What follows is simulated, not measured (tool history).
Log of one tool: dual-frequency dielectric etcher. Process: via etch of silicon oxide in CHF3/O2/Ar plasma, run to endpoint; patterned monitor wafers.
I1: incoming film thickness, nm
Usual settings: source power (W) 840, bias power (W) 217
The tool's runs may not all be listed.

Run 1, hour 0: usual settings; I1 626.8. Result: endpoint time (s) 239.9.
Run 2, hour 21.4: usual settings but bias power (W) 234; I1 642.9. Result: endpoint time (s) 237.3.
Run 3, hour 43.4: usual settings but bias power (W) 234; I1 637.7. Result: endpoint time (s) 233.6.
Run 4, hour 75.5: usual settings but source power (W) 750; I1 626.7. Result: endpoint time (s) 246.6.
Run 5, hour 100.5: usual settings but source power (W) 760, bias power (W) 196; I1 634. Result: endpoint time (s) 261.3.
Run 6, hour 134.9: usual settings but source power (W) 760, bias power (W) 196; I1 640.6. Result: endpoint time (s) 263.4.
Run 7, hour 150.4: usual settings but source power (W) 760, bias power (W) 196; I1 637.6. Result: endpoint time (s) 261.6.
Run 8, hour 173.4: usual settings but source power (W) 950; I1 627.5. Result: endpoint time (s) 231.2.
Run 9, hour 187.1: usual settings but source power (W) 950; I1 633. Result: endpoint time (s) 234.7.
Run 10, hour 205.9: usual settings but source power (W) 950; I1 631.6. Result: endpoint time (s) 234.
Run 11, hour 237.5: usual settings; I1 627.2. Result: endpoint time (s) 236.4.
At hour 261.9: source power generator calibrated.
At hour 264.3: wet clean of the chamber.
At hour 269.5: upper electrode replaced.
Run 12, hour 270: usual settings but source power (W) 980; I1 629.5. Result: endpoint time (s) 239.1.
At hour 287.2: bias power generator calibrated.
Run 13, hour 290.7: usual settings but source power (W) 980; I1 634. Result: endpoint time (s) 241.5.
Run 14, hour 312.3: usual settings but source power (W) 910, bias power (W) 201; I1 638.2. Result: endpoint time (s) 257.2.
Run 15, hour 325.1: usual settings; I1 630.5. Result: endpoint time (s) 247.
Run 16, hour 358.2: usual settings but source power (W) 650, bias power (W) 261; I1 640. Result: endpoint time (s) 239.7.
Run 17, hour 392.7: usual settings but bias power (W) 241; I1 638.2. Result: endpoint time (s) 235.7.
Run 18, hour 418.3: usual settings but source power (W) 690, bias power (W) 243; I1 638.6. Result: endpoint time (s) 244.6.
Run 19, hour 453.3: usual settings but source power (W) 950, bias power (W) 181; I1 631.1. Result: endpoint time (s) 266.5.
Run 20, hour 469.7: usual settings but source power (W) 910, bias power (W) 180; I1 633.1. Result: endpoint time (s) 268.2.
Run 21, hour 494.4: usual settings but source power (W) 700, bias power (W) 254; I1 629.1. Result: endpoint time (s) 234.1.
Run 22, hour 512.5: usual settings but source power (W) 1040; I1 630.6. Result: endpoint time (s) 234.
Run 23, hour 534: usual settings but source power (W) 950, bias power (W) 181; I1 636.5. Result: endpoint time (s) 266.8.
Run 24, hour 552.6: usual settings but source power (W) 1050, bias power (W) 172; I1 638. Result: endpoint time (s) 269.9.
Run 25, hour 576.6: usual settings but source power (W) 940, bias power (W) 188; I1 631.9. Result: endpoint time (s) 259.6.
Run 26, hour 626.2: usual settings but source power (W) 930; I1 637.7. Result: endpoint time (s) 240.9.

3 ways to go on from here, each from the tool as it stands after run 26. What would each give?
Run A, hour 626.7: usual settings but source power (W) 1020; I1 634.8. Result: endpoint time (s) ?.
Run B, hour 626.7: usual settings but source power (W) 690, bias power (W) 259; I1 634.8. Result: endpoint time (s) ?.
Run C, hour 626.7: usual settings but source power (W) 720, bias power (W) 239; I1 634.8. Result: endpoint time (s) ?.

run  endpoint time (s)
  A              234.2
  B              231.4
  C              239.5
Without the tool's hidden state the same runs would have given:
run  endpoint time (s)
  A              238.3
  B              235.5
  C              243.7
